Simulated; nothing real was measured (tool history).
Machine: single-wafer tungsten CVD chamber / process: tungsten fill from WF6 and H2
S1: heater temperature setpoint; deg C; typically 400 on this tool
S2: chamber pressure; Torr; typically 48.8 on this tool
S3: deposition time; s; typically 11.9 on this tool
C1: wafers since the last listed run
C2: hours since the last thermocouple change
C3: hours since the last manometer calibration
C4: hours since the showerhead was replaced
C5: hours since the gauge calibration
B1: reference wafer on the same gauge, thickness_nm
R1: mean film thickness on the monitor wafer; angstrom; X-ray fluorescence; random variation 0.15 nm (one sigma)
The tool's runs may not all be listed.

run 1 hour=0.0 | S1=400 S2=48.8 S3=11.9 | C1=0 C2=660.3 C3=557.2 C4=4127.5 C5=85.9 | B1=42.480 | R1=465.23
run 2 hour=18.7 | S1=400 S2=48.8 S3=11.9 | C1=412 C2=679.0 C3=575.9 C4=4146.2 C5=104.6 | B1=42.487 | R1=465.41
run 3 hour=48.7 | S1=400 S2=48.8 S3=11.9 | C1=662 C2=709.0 C3=605.9 C4=4176.2 C5=134.6 | B1=42.493 | R1=465.05
run 4 hour=71.5 | S1=400 S2=48.8 S3=11.9 | C1=503 C2=731.8 C3=628.7 C4=4199.0 C5=157.4 | B1=42.471 | R1=464.18
run 5 hour=97.9 | S1=400 S2=48.8 S3=11.9 | C1=582 C2=758.2 C3=655.1 C4=4225.4 C5=183.8 | B1=42.484 | R1=465.65
run 6 hour=127.2 | S1=400 S2=56.6 S3=13.1 | C1=646 C2=787.5 C3=684.4 C4=4254.7 C5=213.1 | B1=42.488 | R1=551.06
run 7 hour=153.2 | S1=400 S2=56.6 S3=13.1 | C1=573 C2=813.5 C3=710.4 C4=4280.7 C5=239.1 | B1=42.462 | R1=550.76
run 8 hour=176.0 | S1=403 S2=48.8 S3=11.9 | C1=503 C2=836.3 C3=733.2 C4=4303.5 C5=261.9 | B1=42.487 | R1=496.41
-- hour=188.8 showerhead replaced
run 9 hour=207.6 | S1=403 S2=48.8 S3=11.9 | C1=520 C2=867.9 C3=764.8 C4=18.8 C5=293.5 | B1=42.509 | R1=497.76
-- hour=223.3 gauge calibrated
run 10 hour=232.4 | S1=403 S2=48.8 S3=11.9 | C1=547 C2=892.7 C3=789.6 C4=43.6 C5=9.1 | B1=42.445 | R1=494.07
run 11 hour=284.9 | S1=400 S2=48.8 S3=11.9 | C1=1158 C2=945.2 C3=842.1 C4=96.1 C5=61.6 | B1=42.512 | R1=467.50

The next listed run, before its measurement:
run 12 hour=319.3 | S1=412 S2=48.8 S3=13.1 | C1=759 C2=979.6 C3=876.5 C4=130.5 C5=96.0 | B1=? | R1=?

Run 12 came out at B1 42.526, R1 651.95 angstrom.
The same run, on a tool lacking any hidden state, would have yielded R1 627.35 angstrom.
